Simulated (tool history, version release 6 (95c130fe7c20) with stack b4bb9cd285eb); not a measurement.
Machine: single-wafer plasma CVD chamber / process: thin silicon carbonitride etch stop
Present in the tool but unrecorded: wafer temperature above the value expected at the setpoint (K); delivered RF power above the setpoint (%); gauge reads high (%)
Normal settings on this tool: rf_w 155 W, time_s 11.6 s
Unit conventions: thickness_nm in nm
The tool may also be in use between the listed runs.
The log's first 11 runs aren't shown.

run,hour,rf_w,time_s,wafers since the last listed run,hours since the last thermocouple change,hours since the last RF generator calibration,hours since the showerhead was replaced,hours since the gauge calibration,"read-back reference wafer on the same gauge, thickness_nm",thickness_nm
# hour 244.9: showerhead replaced
12,256.6,155,11.6,448,71.4,860.4,11.7,1183.5,5.537,6.004
13,278.6,155,11.6,613,93.4,882.4,33.7,1205.5,5.552,5.898
14,302.1,155,11.6,655,116.9,905.9,57.2,1229.0,5.556,5.980
15,331.6,145,13.4,822,146.4,935.4,86.7,1258.5,5.521,6.675
# hour 333.9: gauge calibrated
16,352.3,175,12.2,576,167.1,956.1,107.4,18.4,5.537,6.637
17,445.7,130,9.5,2603,260.5,1049.5,200.8,111.8,5.543,4.541
# hour 456.7: RF generator calibrated
18,459.1,155,12.3,150,273.9,2.4,214.2,125.2,5.550,6.600
19,480.0,130,13.6,582,294.8,23.3,235.1,146.1,5.530,6.759
20,510.7,155,12.7,855,325.5,54.0,265.8,176.8,5.542,6.758
21,524.8,165,12.4,393,339.6,68.1,279.9,190.9,5.544,6.779
22,554.0,155,13.4,813,368.8,97.3,309.1,220.1,5.535,7.047
23,567.2,140,13.3,367,382.0,110.5,322.3,233.3,5.544,6.756
24,602.9,175,9.6,995,417.7,146.2,358.0,269.0,5.523,5.337
25,632.4,145,11.6,822,447.2,175.7,387.5,298.5,5.540,5.914
26,666.7,155,11.6,956,481.5,210.0,421.8,332.8,5.537,6.150
27,682.5,155,11.6,440,497.3,225.8,437.6,348.6,5.532,6.115
28,694.9,155,11.6,345,509.7,238.2,450.0,361.0,5.536,6.113
29,730.8,170,11.6,1000,545.6,274.1,485.9,396.9,5.528,6.301
30,766.1,135,12.5,983,580.9,309.4,521.2,432.2,5.542,6.175
31,789.0,155,11.6,638,603.8,332.3,544.1,455.1,5.547,6.052
32,816.5,130,12.3,766,631.3,359.8,571.6,482.6,5.532,5.970
33,828.8,155,11.6,342,643.6,372.1,583.9,494.9,5.543,6.089
34,851.1,155,9.8,621,665.9,394.4,606.2,517.2,5.532,5.141
35,866.3,155,13.3,423,681.1,409.6,621.4,532.4,5.540,6.867
36,879.2,155,10.5,359,694.0,422.5,634.3,545.3,5.538,5.503

Each row is a separate what-if for the run after 36, all from the same tool condition, not one after another. Results?
A,879.6,180,11.6,11,694.4,422.9,634.7,545.7,?,?
B,879.6,155,10.6,11,694.4,422.9,634.7,545.7,?,?
C,879.6,130,13.5,11,694.4,422.9,634.7,545.7,?,?
D,879.6,155,13.9,11,694.4,422.9,634.7,545.7,?,?

run,"read-back reference wafer on the same gauge, thickness_nm",thickness_nm
A,5.536,6.475
B,5.536,5.564
C,5.536,6.559
D,5.536,7.297
With no hidden state in the tool, these same runs would have given:
run,thickness_nm
A,6.654
B,5.718
C,6.741
D,7.499

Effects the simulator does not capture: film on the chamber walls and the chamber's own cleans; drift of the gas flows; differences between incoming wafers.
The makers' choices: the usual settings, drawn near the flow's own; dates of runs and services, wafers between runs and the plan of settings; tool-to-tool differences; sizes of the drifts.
